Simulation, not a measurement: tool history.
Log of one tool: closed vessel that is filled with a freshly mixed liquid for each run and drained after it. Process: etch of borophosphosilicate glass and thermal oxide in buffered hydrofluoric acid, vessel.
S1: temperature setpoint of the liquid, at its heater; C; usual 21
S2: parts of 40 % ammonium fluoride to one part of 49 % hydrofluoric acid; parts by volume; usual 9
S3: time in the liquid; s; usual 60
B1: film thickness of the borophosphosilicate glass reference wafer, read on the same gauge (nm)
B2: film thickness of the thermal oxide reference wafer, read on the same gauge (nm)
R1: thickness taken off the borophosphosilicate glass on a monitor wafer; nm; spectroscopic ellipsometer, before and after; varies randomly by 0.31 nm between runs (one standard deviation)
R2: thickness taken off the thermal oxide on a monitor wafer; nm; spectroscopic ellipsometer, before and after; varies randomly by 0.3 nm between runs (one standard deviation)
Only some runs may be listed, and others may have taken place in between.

Run 1, hour 0: usual settings; B1 40; B2 140. Result: R1 72.06 nm, R2 66.44 nm.
Run 2, hour 31.3: usual settings but S2 10.5 parts by volume; B1 40.02; B2 140.01. Result: R1 64 nm, R2 59.44 nm.
Run 3, hour 66.8: usual settings but S2 6.5 parts by volume, S3 75 s; B1 40; B2 139.99. Result: R1 126.81 nm, R2 117.02 nm.
Run 4, hour 87.6: usual settings but S1 18.5 C, S2 11 parts by volume, S3 45 s; B1 39.94; B2 140. Result: R1 40.27 nm, R2 37.33 nm.
Run 5, hour 110.1: usual settings; B1 40.02; B2 139.99. Result: R1 72.1 nm, R2 66.99 nm.
Run 6, hour 131.9: usual settings but S1 25 C, S2 11.5 parts by volume, S3 70 s; B1 39.99; B2 140.02. Result: R1 85.43 nm, R2 79.94 nm.
Run 7, hour 166.3: usual settings; B1 39.99; B2 140.01. Result: R1 73.01 nm, R2 67.26 nm.
At hour 185.7: hydrofluoric acid flow meter replaced.
Run 8, hour 192.8: usual settings; B1 40.02; B2 139.98. Result: R1 72.94 nm, R2 67.56 nm.
Run 9, hour 228.3: usual settings but S2 7 parts by volume; B1 40.01; B2 140.03. Result: R1 97.12 nm, R2 89.64 nm.
Run 10, hour 262.7: usual settings but S1 25 C, S2 7 parts by volume, S3 35 s; B1 39.98; B2 139.98. Result: R1 70.46 nm, R2 65.05 nm.
Run 11, hour 276.8: usual settings; B1 40.04; B2 139.99. Result: R1 73.51 nm, R2 68.6 nm.
Run 12, hour 303.5: usual settings but S1 19.5 C, S2 10.5 parts by volume, S3 45 s; B1 39.97; B2 139.98. Result: R1 45.27 nm, R2 41.99 nm.
At hour 318.1: thermometer replaced.
Run 13, hour 336.6: usual settings; B1 39.99; B2 140.01. Result: R1 70.88 nm, R2 65.31 nm.
Run 14, hour 372.5: usual settings but S1 17.5 C, S2 10.5 parts by volume, S3 90 s; B1 40.01; B2 139.99. Result: R1 77.77 nm, R2 72.28 nm.

What will run 15 give?
At hour 440.9: gauge calibrated.
Run 15, hour 469.9: usual settings but S1 18 C; B1 ?; B2 ?. Result: R1 ?, R2 ?.

{"run 15": {"B1": 40.03, "B2": 140, "R1": 60.3, "R2": 56.05}}
Had the tool carried no hidden state, the very same run would have given R1 58.97 nm, R2 54.79 nm.

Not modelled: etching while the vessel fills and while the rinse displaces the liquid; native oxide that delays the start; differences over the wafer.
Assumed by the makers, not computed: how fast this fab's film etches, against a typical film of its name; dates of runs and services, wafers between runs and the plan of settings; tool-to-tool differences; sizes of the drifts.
